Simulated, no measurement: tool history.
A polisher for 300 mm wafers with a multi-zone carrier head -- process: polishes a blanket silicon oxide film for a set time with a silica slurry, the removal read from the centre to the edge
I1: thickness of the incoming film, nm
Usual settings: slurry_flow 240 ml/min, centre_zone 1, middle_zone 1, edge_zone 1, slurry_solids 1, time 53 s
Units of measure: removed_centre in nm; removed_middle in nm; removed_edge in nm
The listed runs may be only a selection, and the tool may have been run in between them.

{"run": 1, "hour": 0.0, "slurry_flow": 240, "centre_zone": 1, "middle_zone": 1, "edge_zone": 1, "slurry_solids": 1, "time": 53, "I1": 1777.2, "removed_centre": 154.6, "removed_middle": 151.3, "removed_edge": 154.9}
{"hour": 29.7, "done": "worn pad replaced by a new one"}
{"hour": 42.3, "done": "centre zone pressure recalibrated"}
{"run": 2, "hour": 48.5, "slurry_flow": 240, "centre_zone": 1, "middle_zone": 0.95, "edge_zone": 0.91, "slurry_solids": 1, "time": 58, "I1": 1807.4, "removed_centre": 165.1, "removed_middle": 158.4, "removed_edge": 164.1}
{"run": 3, "hour": 54.7, "slurry_flow": 260, "centre_zone": 1, "middle_zone": 0.9, "edge_zone": 1, "slurry_solids": 1, "time": 34, "I1": 1776.4, "removed_centre": 99, "removed_middle": 90.7, "removed_edge": 101.7}
{"run": 4, "hour": 65.6, "slurry_flow": 240, "centre_zone": 1.07, "middle_zone": 1.08, "edge_zone": 1, "slurry_solids": 1, "time": 62, "I1": 1809.8, "removed_centre": 189.2, "removed_middle": 188.4, "removed_edge": 183.3}
{"run": 5, "hour": 78.7, "slurry_flow": 240, "centre_zone": 1, "middle_zone": 0.94, "edge_zone": 1, "slurry_solids": 1, "time": 53, "I1": 1818.3, "removed_centre": 149.7, "removed_middle": 147.8, "removed_edge": 155.7}
{"run": 6, "hour": 88.2, "slurry_flow": 240, "centre_zone": 1, "middle_zone": 1, "edge_zone": 1, "slurry_solids": 1, "time": 53, "I1": 1806.7, "removed_centre": 153.6, "removed_middle": 150.2, "removed_edge": 157.2}
{"run": 7, "hour": 104.7, "slurry_flow": 240, "centre_zone": 1, "middle_zone": 1, "edge_zone": 1, "slurry_solids": 1.15, "time": 53, "I1": 1791.2, "removed_centre": 159, "removed_middle": 159.5, "removed_edge": 164.4}
{"hour": 120.8, "done": "slurry nozzle cleaned"}
{"run": 8, "hour": 121.2, "slurry_flow": 240, "centre_zone": 1, "middle_zone": 1, "edge_zone": 1, "slurry_solids": 1, "time": 53, "I1": 1837.3, "removed_centre": 164.6, "removed_middle": 163.2, "removed_edge": 166.6}
{"run": 9, "hour": 130.3, "slurry_flow": 240, "centre_zone": 1, "middle_zone": 1, "edge_zone": 1, "slurry_solids": 1, "time": 53, "I1": 1798.9, "removed_centre": 164.3, "removed_middle": 163.1, "removed_edge": 160.9}
{"hour": 135.9, "done": "worn pad replaced by a new one"}
{"run": 10, "hour": 137.4, "slurry_flow": 240, "centre_zone": 1, "middle_zone": 1, "edge_zone": 1, "slurry_solids": 1, "time": 53, "I1": 1788.9, "removed_centre": 163.3, "removed_middle": 160.6, "removed_edge": 161.5}
{"run": 11, "hour": 158.2, "slurry_flow": 240, "centre_zone": 0.95, "middle_zone": 1, "edge_zone": 0.89, "slurry_solids": 1, "time": 53, "I1": 1791.6, "removed_centre": 149.5, "removed_middle": 158.8, "removed_edge": 149}
{"hour": 169.8, "done": "carrier head's membrane replaced by a new one"}
{"run": 12, "hour": 170.3, "slurry_flow": 325, "centre_zone": 0.88, "middle_zone": 1, "edge_zone": 0.92, "slurry_solids": 0.8, "time": 53, "I1": 1811.3, "removed_centre": 133.8, "removed_middle": 152.4, "removed_edge": 147.1}
{"run": 13, "hour": 175.7, "slurry_flow": 190, "centre_zone": 1, "middle_zone": 1, "edge_zone": 0.89, "slurry_solids": 1, "time": 53, "I1": 1805.8, "removed_centre": 150.7, "removed_middle": 153, "removed_edge": 147.7}
{"run": 14, "hour": 191.1, "slurry_flow": 285, "centre_zone": 1, "middle_zone": 1, "edge_zone": 1, "slurry_solids": 1, "time": 53, "I1": 1777, "removed_centre": 161.3, "removed_middle": 160.4, "removed_edge": 158.6}
{"run": 15, "hour": 203.0, "slurry_flow": 240, "centre_zone": 0.9, "middle_zone": 1, "edge_zone": 1, "slurry_solids": 1, "time": 69, "I1": 1794.7, "removed_centre": 183.5, "removed_middle": 206.4, "removed_edge": 206.9}
{"run": 16, "hour": 217.6, "slurry_flow": 240, "centre_zone": 1, "middle_zone": 1, "edge_zone": 0.9, "slurry_solids": 1, "time": 53, "I1": 1783.4, "removed_centre": 154, "removed_middle": 156.1, "removed_edge": 151.9}
{"hour": 223.9, "done": "worn pad replaced by a new one"}
{"run": 17, "hour": 229.5, "slurry_flow": 215, "centre_zone": 1, "middle_zone": 0.91, "edge_zone": 0.95, "slurry_solids": 1, "time": 53, "I1": 1788.4, "removed_centre": 151.1, "removed_middle": 141.9, "removed_edge": 153.3}
{"run": 18, "hour": 245.6, "slurry_flow": 240, "centre_zone": 1, "middle_zone": 0.9, "edge_zone": 1, "slurry_solids": 0.75, "time": 53, "I1": 1778.4, "removed_centre": 136.8, "removed_middle": 127.1, "removed_edge": 138.1}
{"run": 19, "hour": 256.6, "slurry_flow": 240, "centre_zone": 1.12, "middle_zone": 0.96, "edge_zone": 1, "slurry_solids": 0.7, "time": 48, "I1": 1808.7, "removed_centre": 135, "removed_middle": 117.1, "removed_edge": 124.9}
{"run": 20, "hour": 269.4, "slurry_flow": 240, "centre_zone": 1, "middle_zone": 0.92, "edge_zone": 1, "slurry_solids": 1, "time": 53, "I1": 1791.9, "removed_centre": 149.8, "removed_middle": 138.3, "removed_edge": 154.1}
{"run": 21, "hour": 280.3, "slurry_flow": 240, "centre_zone": 1, "middle_zone": 1, "edge_zone": 1, "slurry_solids": 1, "time": 53, "I1": 1830.4, "removed_centre": 154, "removed_middle": 153.4, "removed_edge": 152.7}

Alternative continuations, all from the tool just after run 21; predict every row:
{"run": "A", "hour": 280.7, "slurry_flow": 240, "centre_zone": 1, "middle_zone": 1, "edge_zone": 1, "slurry_solids": 1, "time": 53, "I1": 1835.2, "removed_centre": "?", "removed_middle": "?", "removed_edge": "?"}
{"run": "B", "hour": 280.7, "slurry_flow": 240, "centre_zone": 1, "middle_zone": 1, "edge_zone": 1, "slurry_solids": 1, "time": 62, "I1": 1835.2, "removed_centre": "?", "removed_middle": "?", "removed_edge": "?"}
{"run": "C", "hour": 280.7, "slurry_flow": 240, "centre_zone": 1.06, "middle_zone": 1, "edge_zone": 1, "slurry_solids": 1, "time": 53, "I1": 1835.2, "removed_centre": "?", "removed_middle": "?", "removed_edge": "?"}
{"run": "D", "hour": 280.7, "slurry_flow": 240, "centre_zone": 1, "middle_zone": 1, "edge_zone": 1, "slurry_solids": 1.25, "time": 53, "I1": 1835.2, "removed_centre": "?", "removed_middle": "?", "removed_edge": "?"}
{"run": "E", "hour": 280.7, "slurry_flow": 240, "centre_zone": 1, "middle_zone": 1, "edge_zone": 1, "slurry_solids": 1, "time": 47, "I1": 1835.2, "removed_centre": "?", "removed_middle": "?", "removed_edge": "?"}

run=A removed_centre=152.2 removed_middle=150.4 removed_edge=159.5
run=B removed_centre=178 removed_middle=176 removed_edge=186.5
run=C removed_centre=161.4 removed_middle=150.4 removed_edge=159.5
run=D removed_centre=164.5 removed_middle=162.6 removed_edge=172.3
run=E removed_centre=134.9 removed_middle=133.4 removed_edge=141.4
Stripped of hidden state, with their random variation kept, the same runs would have yielded:
run=A removed_centre=165 removed_middle=161.7 removed_edge=168.1
run=B removed_centre=193 removed_middle=189.1 removed_edge=196.7
run=C removed_centre=175 removed_middle=161.6 removed_edge=168.1
run=D removed_centre=178.3 removed_middle=174.7 removed_edge=181.7
run=E removed_centre=146.3 removed_middle=143.4 removed_edge=149.1

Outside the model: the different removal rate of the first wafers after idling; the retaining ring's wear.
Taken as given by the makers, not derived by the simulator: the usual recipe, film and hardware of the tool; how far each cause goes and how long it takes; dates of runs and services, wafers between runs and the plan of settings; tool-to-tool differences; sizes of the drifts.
